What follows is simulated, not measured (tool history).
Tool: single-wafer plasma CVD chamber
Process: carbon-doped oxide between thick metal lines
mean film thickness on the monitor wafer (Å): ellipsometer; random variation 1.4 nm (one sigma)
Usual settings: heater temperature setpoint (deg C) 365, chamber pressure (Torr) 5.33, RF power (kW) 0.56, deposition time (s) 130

| run | hour | heater temperature setpoint (deg C) | chamber pressure (Torr) | RF power (kW) | deposition time (s) | read-back reference wafer on the same gauge, thickness_nm | mean film thickness on the monitor wafer (Å) |
|---|---|---|---|---|---|---|---|
| 1 | 0 | 372 | 6.1 | 0.56 | 130 | 505.993 | 6374.75 |
| 2 | 56.5 | 372 | 6.1 | 0.56 | 130 | 506.213 | 6425.66 |
|  | 140.4 | showerhead replaced |
| 3 | 140.9 | 365 | 5.33 | 0.56 | 130 | 505.945 | 6365.25 |
| 4 | 205.7 | 365 | 5.33 | 0.56 | 130 | 506.036 | 6390.62 |
| 5 | 271.2 | 365 | 5.33 | 0.595 | 130 | 505.996 | 6689.45 |
| 6 | 311.9 | 365 | 5.33 | 0.56 | 130 | 505.953 | 6356.2 |
| 7 | 378.1 | 354 | 5.33 | 0.505 | 130 | 506.03 | 6049.91 |
|  | 402.3 | capacitance manometer re-zeroed and calibrated |
|  | 411 | thermocouple changed; heater temperature recalibrated |
| 8 | 425.4 | 357 | 5.33 | 0.595 | 130 | 505.937 | 6727.9 |
| 9 | 525.3 | 375 | 5.33 | 0.635 | 137 | 505.929 | 7133.23 |
| 10 | 615.3 | 355 | 4.15 | 0.605 | 130 | 506.01 | 6564.62 |
| 11 | 689.3 | 365 | 5.33 | 0.56 | 130 | 505.988 | 6355.79 |
| 12 | 771.9 | 365 | 5.33 | 0.56 | 139 | 506.016 | 6756.28 |
| 13 | 815.4 | 372 | 6.1 | 0.56 | 130 | 505.985 | 6388.33 |
| 14 | 910.3 | 353 | 6.32 | 0.46 | 138 | 506.04 | 6068.8 |
| 15 | 1034.8 | 365 | 4.57 | 0.56 | 112 | 506.175 | 5321.76 |
| 16 | 1138.7 | 365 | 4.33 | 0.52 | 121 | 506.15 | 5365.82 |
|  | 1210.9 | gauge calibrated |
| 17 | 1233 | 365 | 4.47 | 0.515 | 130 | 505.837 | 5786.3 |
|  | 1324.9 | RF generator calibrated |
| 18 | 1386.2 | 358 | 4.96 | 0.625 | 130 | 505.968 | 6955.52 |
| 19 | 1457.6 | 374 | 5.69 | 0.47 | 130 | 506.078 | 5487.61 |
| 20 | 1541 | 365 | 5.33 | 0.56 | 130 | 505.957 | 6398.76 |
| 21 | 1604.7 | 365 | 4.56 | 0.56 | 130 | 506.02 | 6180.34 |
| 22 | 1646.3 | 372 | 6.1 | 0.56 | 130 | 505.786 | 6399.98 |
| 23 | 1699.7 | 365 | 5.33 | 0.56 | 130 | 505.89 | 6373.24 |
| 24 | 1798.5 | 365 | 4.86 | 0.56 | 130 | 505.988 | 6276.34 |
| 25 | 1874.5 | 365 | 4.82 | 0.67 | 139 | 505.971 | 7606.65 |
| 26 | 1980.6 | 365 | 5.33 | 0.59 | 130 | 505.848 | 6673.58 |
| 27 | 2075.8 | 365 | 5.33 | 0.56 | 130 | 505.882 | 6369.04 |

The tool's hidden state at each run:
delivered RF power above the setpoint (%): 0 in every run
true pressure above the setpoint (%): 0 in every run
gauge reads high (%): 0 in every run
H1: wafer temperature above the value expected at the setpoint (K)
| run | H1 |
|---|---|
| 1 | -5.28 |
| 2 | -5.32 |
| 3 | -5.38 |
| 4 | -5.41 |
| 5 | -5.45 |
| 6 | -5.47 |
| 7 | -5.5 |
| 8 | -0.0981 |
| 9 | -0.926 |
| 10 | -1.58 |
| 11 | -2.05 |
| 12 | -2.53 |
| 13 | -2.75 |
| 14 | -3.21 |
| 15 | -3.71 |
| 16 | -4.07 |
| 17 | -4.35 |
| 18 | -4.73 |
| 19 | -4.88 |
| 20 | -5.04 |
| 21 | -5.15 |
| 22 | -5.22 |
| 23 | -5.3 |
| 24 | -5.43 |
| 25 | -5.51 |
| 26 | -5.62 |
| 27 | -5.71 |

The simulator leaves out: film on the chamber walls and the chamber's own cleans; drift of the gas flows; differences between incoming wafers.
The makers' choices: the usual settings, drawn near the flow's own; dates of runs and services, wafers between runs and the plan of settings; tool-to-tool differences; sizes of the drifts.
